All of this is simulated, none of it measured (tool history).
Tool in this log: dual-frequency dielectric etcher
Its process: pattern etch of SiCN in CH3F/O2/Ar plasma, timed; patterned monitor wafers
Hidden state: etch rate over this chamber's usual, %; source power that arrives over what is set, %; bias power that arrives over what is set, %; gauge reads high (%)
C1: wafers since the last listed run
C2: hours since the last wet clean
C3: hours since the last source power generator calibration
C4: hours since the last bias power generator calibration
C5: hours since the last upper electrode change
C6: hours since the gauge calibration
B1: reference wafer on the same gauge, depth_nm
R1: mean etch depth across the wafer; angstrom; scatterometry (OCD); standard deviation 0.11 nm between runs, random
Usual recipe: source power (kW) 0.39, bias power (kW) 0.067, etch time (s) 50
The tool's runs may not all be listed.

{"run": 1, "day": 0.0, "source power (kW)": 0.39, "bias power (kW)": 0.067, "etch time (s)": 50, "C1": 0, "C2": 327.6, "C3": 1391.4, "C4": 1613.6, "C5": 3919.3, "C6": 243, "B1": 16.36, "R1": 185.7}
{"day": 0.142, "done": "gauge calibrated"}
{"run": 2, "day": 0.9, "source power (kW)": 0.39, "bias power (kW)": 0.067, "etch time (s)": 50, "C1": 391, "C2": 349.2, "C3": 1413, "C4": 1635.2, "C5": 3940.9, "C6": 18.2, "B1": 16.37, "R1": 190.5}
{"run": 3, "day": 2.325, "source power (kW)": 0.39, "bias power (kW)": 0.067, "etch time (s)": 50, "C1": 619, "C2": 383.4, "C3": 1447.2, "C4": 1669.4, "C5": 3975.1, "C6": 52.4, "B1": 16.29, "R1": 188.2}
{"run": 4, "day": 3.683, "source power (kW)": 0.39, "bias power (kW)": 0.067, "etch time (s)": 50, "C1": 590, "C2": 416, "C3": 1479.8, "C4": 1702, "C5": 4007.7, "C6": 85, "B1": 16.3, "R1": 189.3}
{"run": 5, "day": 5.117, "source power (kW)": 0.39, "bias power (kW)": 0.067, "etch time (s)": 50, "C1": 623, "C2": 450.4, "C3": 1514.2, "C4": 1736.4, "C5": 4042.1, "C6": 119.4, "B1": 16.24, "R1": 189}
{"day": 6.258, "done": "wet clean of the chamber"}
{"day": 6.879, "done": "source power generator calibrated"}
{"day": 6.883, "done": "upper electrode replaced"}
{"run": 6, "day": 6.904, "source power (kW)": 0.39, "bias power (kW)": 0.067, "etch time (s)": 50, "C1": 268, "C2": 15.5, "C3": 0.6, "C4": 1779.3, "C5": 0.5, "C6": 162.3, "B1": 16.35, "R1": 182.8}
{"run": 7, "day": 6.917, "source power (kW)": 0.39, "bias power (kW)": 0.067, "etch time (s)": 50, "C1": 5, "C2": 15.8, "C3": 0.9, "C4": 1779.6, "C5": 0.8, "C6": 162.6, "B1": 16.26, "R1": 183.5}
{"run": 8, "day": 7.896, "source power (kW)": 0.39, "bias power (kW)": 0.067, "etch time (s)": 39, "C1": 425, "C2": 39.3, "C3": 24.4, "C4": 1803.1, "C5": 24.3, "C6": 186.1, "B1": 16.28, "R1": 143.4}
{"run": 9, "day": 8.6, "source power (kW)": 0.39, "bias power (kW)": 0.067, "etch time (s)": 39, "C1": 306, "C2": 56.2, "C3": 41.3, "C4": 1820, "C5": 41.2, "C6": 203, "B1": 16.32, "R1": 144.1}
{"run": 10, "day": 9.229, "source power (kW)": 0.48, "bias power (kW)": 0.077, "etch time (s)": 64.5, "C1": 273, "C2": 71.3, "C3": 56.4, "C4": 1835.1, "C5": 56.3, "C6": 218.1, "B1": 16.27, "R1": 271.6}
{"day": 10.379, "done": "gauge calibrated"}
{"run": 11, "day": 10.488, "source power (kW)": 0.49, "bias power (kW)": 0.067, "etch time (s)": 50, "C1": 547, "C2": 101.5, "C3": 86.6, "C4": 1865.3, "C5": 86.5, "C6": 2.6, "B1": 16.25, "R1": 202.9}
{"run": 12, "day": 11.554, "source power (kW)": 0.39, "bias power (kW)": 0.06, "etch time (s)": 40, "C1": 463, "C2": 127.1, "C3": 112.2, "C4": 1890.9, "C5": 112.1, "C6": 28.2, "B1": 16.28, "R1": 143.7}

Estimate the outcome of run 13 from the log above:
{"run": 13, "day": 12.608, "source power (kW)": 0.39, "bias power (kW)": 0.067, "etch time (s)": 50, "C1": 458, "C2": 152.4, "C3": 137.5, "C4": 1916.2, "C5": 137.4, "C6": 53.5, "B1": "?", "R1": "?"}

Run 13 came out at B1 16.28, R1 185.3 angstrom.
Take away the tool's hidden state, keep the run-to-run variation as it was, and the same run would have given R1 181.6 angstrom.

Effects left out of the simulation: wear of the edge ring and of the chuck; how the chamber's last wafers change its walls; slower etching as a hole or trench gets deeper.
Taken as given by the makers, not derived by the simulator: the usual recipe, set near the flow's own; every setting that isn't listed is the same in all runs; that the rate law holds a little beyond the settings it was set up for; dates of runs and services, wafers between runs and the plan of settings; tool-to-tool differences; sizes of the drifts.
